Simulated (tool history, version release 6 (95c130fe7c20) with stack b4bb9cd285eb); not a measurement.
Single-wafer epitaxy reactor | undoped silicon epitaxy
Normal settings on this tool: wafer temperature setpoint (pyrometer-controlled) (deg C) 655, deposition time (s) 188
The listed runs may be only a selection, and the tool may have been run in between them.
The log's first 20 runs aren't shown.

run    hour  wafer temperature setpoint (pyrometer-controlled) (deg C)  deposition time (s)  read-back reference wafer on the same gauge, thickness_nm  mean film thickness on the monitor wafer (nm)
 21   491.3                                                        655                  204                                                     38.546                                         39.913
 22   521.7                                                        655                  188                                                     38.637                                         36.212
 23   625.2                                                        655                  188                                                     38.660                                         36.873
      651.4  -- pyrometer calibrated
 24   651.9                                                        655                  224                                                     38.591                                         42.624
 25   670.7                                                        665                  218                                                     38.629                                         49.881
 26   685.5                                                        666                  215                                                     38.607                                         50.410
 27   707.3                                                        655                  152                                                     38.600                                         29.133
      731.9  -- gauge calibrated
 28   736.4                                                        644                  174                                                     38.571                                         26.869
 29   762.6                                                        649                  163                                                     38.584                                         27.689
 30   795.7                                                        646                  154                                                     38.598                                         24.687
 31   823.2                                                        655                  177                                                     38.554                                         33.836
 32   886.6                                                        644                  172                                                     38.599                                         26.199
 33   912.0                                                        666                  215                                                     38.592                                         50.087
 34   945.9                                                        669                  167                                                     38.600                                         41.438
 35   976.8                                                        655                  188                                                     38.610                                         36.009
 36  1062.0                                                        649                  171                                                     38.596                                         29.131
 37  1095.9                                                        641                  175                                                     38.629                                         25.738
 38  1127.4                                                        655                  168                                                     38.606                                         32.047
 39  1143.1                                                        645                  174                                                     38.625                                         27.412
 40  1174.2                                                        655                  218                                                     38.531                                         41.510
 41  1201.8                                                        655                  219                                                     38.623                                         41.641

Branching from run 41: 5 alternative next runs. What would each branch give?
  A  1202.3                                                        655                  188                                                          ?                                              ?
  B  1202.3                                                        643                  165                                                          ?                                              ?
  C  1202.3                                                        667                  208                                                          ?                                              ?
  D  1202.3                                                        661                  169                                                          ?                                              ?
  E  1202.3                                                        667                  171                                                          ?                                              ?

run  read-back reference wafer on the same gauge, thickness_nm  mean film thickness on the monitor wafer (nm)
  A                                                     38.611                                         36.246
  B                                                     38.611                                         25.272
  C                                                     38.611                                         50.218
  D                                                     38.611                                         36.484
  E                                                     38.611                                         41.285
Without the tool's unlogged condition, the same runs would have read:
run  mean film thickness on the monitor wafer (nm)
  A                                         36.087
  B                                         25.159
  C                                         50.003
  D                                         36.327
  E                                         41.108
